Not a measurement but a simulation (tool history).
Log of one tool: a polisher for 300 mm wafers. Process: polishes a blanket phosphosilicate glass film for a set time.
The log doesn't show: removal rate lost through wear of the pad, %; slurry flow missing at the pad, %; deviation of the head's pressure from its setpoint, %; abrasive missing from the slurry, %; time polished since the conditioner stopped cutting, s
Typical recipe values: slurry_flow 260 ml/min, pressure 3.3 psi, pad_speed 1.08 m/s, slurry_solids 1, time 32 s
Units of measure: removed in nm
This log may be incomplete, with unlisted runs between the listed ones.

run	hour	slurry_flow	pressure	pad_speed	slurry_solids	time	wafers since the last listed run	wafers polished on this pad	hours since the slurry nozzle was cleaned	hours since the head pressure was calibrated	hours since the slurry blender was calibrated	hours since the conditioning disc was replaced	incoming thickness of the incoming film, nm	removed
1	0	260	3.3	1.08	1	32	0	141	642.3	1163	12.7	146.9	3290.8	311.7
2	45.4	260	3.3	1.08	1	32	546	688	687.7	1208.4	58.1	192.3	3222.8	300.7
# hour 101.5: slurry blender recalibrated
3	111.4	260	3.3	1.08	1	32	770	1459	753.7	1274.4	9.9	258.3	3239.9	293.3
# hour 121.9: worn pad replaced by a new one
4	163.6	260	3.3	1.08	1	32	580	501	805.9	1326.6	62.1	310.5	3296	304.7
5	193.2	260	3.3	1.08	1	32	356	858	835.5	1356.2	91.7	340.1	3264.6	290.6
6	219.9	260	3.3	1.08	1	32	321	1179	862.2	1382.9	118.4	366.8	3330.8	292.7
# hour 236.4: slurry blender recalibrated
# hour 252: worn pad replaced by a new one
7	252.5	260	3.3	1.08	1	32	320	6	894.8	1415.5	16.1	399.4	3298.7	315
# hour 271.8: head pressure recalibrated
# hour 291.7: slurry nozzle cleaned
8	294.7	260	3.3	1.08	1	32	472	478	3	22.9	58.3	441.6	3339	304.5
9	327.1	260	2.3	1.08	1	32	390	868	35.4	55.3	90.7	474	3235.6	205
# hour 363.4: slurry blender recalibrated
# hour 368.3: worn pad replaced by a new one
10	368.8	340	3.3	1.08	1.25	26	429	5	77.1	97	5.4	515.7	3241.9	302.9
11	438.3	260	3.3	1.08	1	32	836	842	146.6	166.5	74.9	585.2	3270.2	298
# hour 452.8: conditioning disc replaced and pad reconditioned
12	466.1	260	2.6	1.28	0.9	35	310	1153	174.4	194.3	102.7	13.3	3302.6	263
# hour 479.9: slurry blender recalibrated
13	502.4	215	4.1	1.08	0.85	32	413	1566	210.7	230.6	22.5	49.6	3294.5	302.2
# hour 509.7: worn pad replaced by a new one
14	561	260	3.3	1.08	0.8	29	657	618	269.3	289.2	81.1	108.2	3252.6	219.4
15	595.9	260	4.2	0.94	1	32	420	1038	304.2	324.1	116	143.1	3276.2	338.5
# hour 606.6: slurry blender recalibrated
# hour 645.1: worn pad replaced by a new one
16	658.1	205	3.3	1.08	0.75	32	676	156	366.4	386.3	51.5	205.3	3295.9	226.6

Predict each of these 4 candidate next runs independently; none follows another, all start after run 16:
A	658.5	260	3.3	1.08	1	25	4	160	366.8	386.7	51.9	205.7	3298.4	?
B	658.5	285	3.3	0.76	1.3	32	4	160	366.8	386.7	51.9	205.7	3298.4	?
C	658.5	260	3.3	1.08	0.9	32	4	160	366.8	386.7	51.9	205.7	3298.4	?
D	658.5	290	3.3	1.18	1	36	4	160	366.8	386.7	51.9	205.7	3298.4	?

run	removed
A	244.5
B	281.8
C	286.3
D	382.3
What these runs would have given with no unlogged condition in the tool:
run	removed
A	250.2
B	288.4
C	292.9
D	391.2
